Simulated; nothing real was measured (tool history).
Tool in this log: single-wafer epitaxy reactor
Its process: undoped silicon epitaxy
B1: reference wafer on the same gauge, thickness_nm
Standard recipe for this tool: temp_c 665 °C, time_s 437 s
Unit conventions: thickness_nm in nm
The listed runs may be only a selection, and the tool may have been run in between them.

{"run": 1, "hour": 0.0, "temp_c": 665, "time_s": 437, "B1": 110.998, "thickness_nm": 103.44}
{"run": 2, "hour": 101.0, "temp_c": 672, "time_s": 437, "B1": 111.026, "thickness_nm": 122.97}
{"run": 3, "hour": 169.2, "temp_c": 672, "time_s": 437, "B1": 111.022, "thickness_nm": 122.708}
{"run": 4, "hour": 239.0, "temp_c": 672, "time_s": 437, "B1": 111.037, "thickness_nm": 122.829}
{"run": 5, "hour": 276.9, "temp_c": 673, "time_s": 378, "B1": 111.012, "thickness_nm": 109.099}
{"run": 6, "hour": 370.8, "temp_c": 673, "time_s": 378, "B1": 110.979, "thickness_nm": 108.359}
{"run": 7, "hour": 475.0, "temp_c": 665, "time_s": 437, "B1": 110.996, "thickness_nm": 104.454}
{"run": 8, "hour": 541.9, "temp_c": 665, "time_s": 437, "B1": 111.007, "thickness_nm": 104.523}
{"run": 9, "hour": 639.6, "temp_c": 665, "time_s": 437, "B1": 111.024, "thickness_nm": 104.646}
{"run": 10, "hour": 722.3, "temp_c": 665, "time_s": 437, "B1": 110.994, "thickness_nm": 104.345}
{"run": 11, "hour": 766.8, "temp_c": 665, "time_s": 437, "B1": 111.041, "thickness_nm": 104.752}
{"hour": 801.7, "done": "gauge calibrated"}
{"run": 12, "hour": 855.2, "temp_c": 665, "time_s": 484, "B1": 110.978, "thickness_nm": 115.581}
{"run": 13, "hour": 927.6, "temp_c": 665, "time_s": 484, "B1": 111.023, "thickness_nm": 115.697}
{"run": 14, "hour": 971.1, "temp_c": 656, "time_s": 400, "B1": 110.943, "thickness_nm": 77.211}
{"hour": 981.6, "done": "pyrometer calibrated"}
{"run": 15, "hour": 1071.3, "temp_c": 672, "time_s": 480, "B1": 111.049, "thickness_nm": 136.941}
{"run": 16, "hour": 1128.4, "temp_c": 654, "time_s": 373, "B1": 110.993, "thickness_nm": 69.448}
{"run": 17, "hour": 1214.1, "temp_c": 675, "time_s": 521, "B1": 111.054, "thickness_nm": 160.551}
{"hour": 1275.9, "done": "pyrometer calibrated, repeated, since the last time left the tool worse"}
{"run": 18, "hour": 1311.8, "temp_c": 671, "time_s": 481, "B1": 111.019, "thickness_nm": 130.526}
{"run": 19, "hour": 1349.6, "temp_c": 673, "time_s": 378, "B1": 111.054, "thickness_nm": 107.436}
{"run": 20, "hour": 1449.5, "temp_c": 669, "time_s": 464, "B1": 111.001, "thickness_nm": 120.433}
{"run": 21, "hour": 1488.8, "temp_c": 676, "time_s": 477, "B1": 110.933, "thickness_nm": 146.335}
{"run": 22, "hour": 1535.2, "temp_c": 675, "time_s": 437, "B1": 110.966, "thickness_nm": 131.318}
{"run": 23, "hour": 1627.2, "temp_c": 654, "time_s": 402, "B1": 110.946, "thickness_nm": 72.656}
{"run": 24, "hour": 1725.9, "temp_c": 669, "time_s": 464, "B1": 110.992, "thickness_nm": 120.913}
{"run": 25, "hour": 1830.4, "temp_c": 679, "time_s": 487, "B1": 110.999, "thickness_nm": 161.325}
{"run": 26, "hour": 1931.5, "temp_c": 670, "time_s": 472, "B1": 110.998, "thickness_nm": 126.036}

Predict each of these 5 candidate next runs independently; none follows another, all start after run 26:
{"run": "A", "hour": 1932.0, "temp_c": 665, "time_s": 518, "B1": "?", "thickness_nm": "?"}
{"run": "B", "hour": 1932.0, "temp_c": 665, "time_s": 391, "B1": "?", "thickness_nm": "?"}
{"run": "C", "hour": 1932.0, "temp_c": 665, "time_s": 476, "B1": "?", "thickness_nm": "?"}
{"run": "D", "hour": 1932.0, "temp_c": 678, "time_s": 502, "B1": "?", "thickness_nm": "?"}
{"run": "E", "hour": 1932.0, "temp_c": 674, "time_s": 509, "B1": "?", "thickness_nm": "?"}

run=A B1=111.022 thickness_nm=123.503
run=B B1=111.022 thickness_nm=93.223
run=C B1=111.022 thickness_nm=113.489
run=D B1=111.022 thickness_nm=162.798
run=E B1=111.022 thickness_nm=150.314
Had the tool no hidden state, the same runs would have come out as:
run=A thickness_nm=122.813
run=B thickness_nm=92.702
run=C thickness_nm=112.855
run=D thickness_nm=161.917
run=E thickness_nm=149.493
